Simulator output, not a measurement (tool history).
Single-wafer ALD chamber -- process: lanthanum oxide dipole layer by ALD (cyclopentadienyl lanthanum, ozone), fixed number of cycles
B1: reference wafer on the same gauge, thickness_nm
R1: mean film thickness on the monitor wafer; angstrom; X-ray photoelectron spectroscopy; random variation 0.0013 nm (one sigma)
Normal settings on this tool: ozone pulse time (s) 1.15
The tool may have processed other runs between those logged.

Run 1, hour 0: usual settings; B1 0.521. Result: R1 5.02 angstrom.
Run 2, hour 100.6: usual settings; B1 0.521. Result: R1 5.01 angstrom.
Run 3, hour 398.5: usual settings; B1 0.521. Result: R1 4.97 angstrom.
Run 4, hour 474.6: usual settings; B1 0.521. Result: R1 4.95 angstrom.
Run 5, hour 575.3: usual settings; B1 0.521. Result: R1 4.95 angstrom.
Run 6, hour 655.3: usual settings; B1 0.521. Result: R1 4.95 angstrom.
Run 7, hour 700.4: usual settings but ozone pulse time (s) 1.42; B1 0.521. Result: R1 5.29 angstrom.
At hour 722.4: ozone generator serviced.
Run 8, hour 752.6: usual settings but ozone pulse time (s) 1.42; B1 0.521. Result: R1 5.35 angstrom.
Run 9, hour 852.1: usual settings; B1 0.521. Result: R1 5.03 angstrom.
Run 10, hour 942.8: usual settings; B1 0.521. Result: R1 5 angstrom.
Run 11, hour 983.8: usual settings but ozone pulse time (s) 1.41; B1 0.521. Result: R1 5.33 angstrom.
Run 12, hour 1049.8: usual settings; B1 0.521. Result: R1 4.98 angstrom.
Run 13, hour 1111.7: usual settings but ozone pulse time (s) 1.31; B1 0.521. Result: R1 5.18 angstrom.
Run 14, hour 1403: usual settings but ozone pulse time (s) 1.31; B1 0.521. Result: R1 5.19 angstrom.
Run 15, hour 1495.4: usual settings but ozone pulse time (s) 0.91; B1 0.521. Result: R1 4.4 angstrom.
At hour 1538.2: thermocouple changed; heater temperature recalibrated.
Run 16, hour 1627.6: usual settings; B1 0.521. Result: R1 4.95 angstrom.
At hour 1651.6: ozone generator serviced.
Run 17, hour 1725.6: usual settings but ozone pulse time (s) 1; B1 0.521. Result: R1 4.76 angstrom.
Run 18, hour 1787.7: usual settings; B1 0.522. Result: R1 5.03 angstrom.
Run 19, hour 1830.6: usual settings but ozone pulse time (s) 0.83; B1 0.521. Result: R1 4.23 angstrom.
At hour 1842.9: showerhead replaced.
At hour 1875.2: gauge calibrated.
Run 20, hour 1883: usual settings but ozone pulse time (s) 1.44; B1 0.521. Result: R1 5.35 angstrom.
Run 21, hour 1930.3: usual settings but ozone pulse time (s) 0.81; B1 0.521. Result: R1 4.12 angstrom.
Run 22, hour 2013.4: usual settings but ozone pulse time (s) 0.84; B1 0.521. Result: R1 4.22 angstrom.
Run 23, hour 2097.1: usual settings; B1 0.521. Result: R1 4.96 angstrom.
Run 24, hour 2161.6: usual settings but ozone pulse time (s) 0.9; B1 0.521. Result: R1 4.38 angstrom.
Run 25, hour 2200.3: usual settings but ozone pulse time (s) 0.88; B1 0.521. Result: R1 4.32 angstrom.
Run 26, hour 2243.8: usual settings but ozone pulse time (s) 1.39; B1 0.521. Result: R1 5.27 angstrom.
Run 27, hour 2319.5: usual settings but ozone pulse time (s) 0.9; B1 0.521. Result: R1 4.39 angstrom.
Run 28, hour 2388.3: usual settings but ozone pulse time (s) 1.56; B1 0.521. Result: R1 5.38 angstrom.
At hour 2471.2: ozone generator serviced.
Run 29, hour 2477.4: usual settings but ozone pulse time (s) 0.75; B1 0.521. Result: R1 3.96 angstrom.
Run 30, hour 2547.2: usual settings; B1 0.521. Result: R1 4.99 angstrom.
Run 31, hour 2653.2: usual settings; B1 0.521. Result: R1 4.98 angstrom.

Each row is a separate what-if for the run after 31, all from the same tool condition, not one after another. Results?
Run A, hour 2653.6: usual settings; B1 ?. Result: R1 ?.
Run B, hour 2653.6: usual settings but ozone pulse time (s) 0.78; B1 ?. Result: R1 ?.
Run C, hour 2653.6: usual settings but ozone pulse time (s) 1.34; B1 ?. Result: R1 ?.

run     B1    R1
  A  0.521  5.02
  B  0.521  4.02
  C  0.521  5.26
With no hidden state in the tool, these same runs would have given:
run    R1
  A   5.1
  B  4.14
  C  5.32
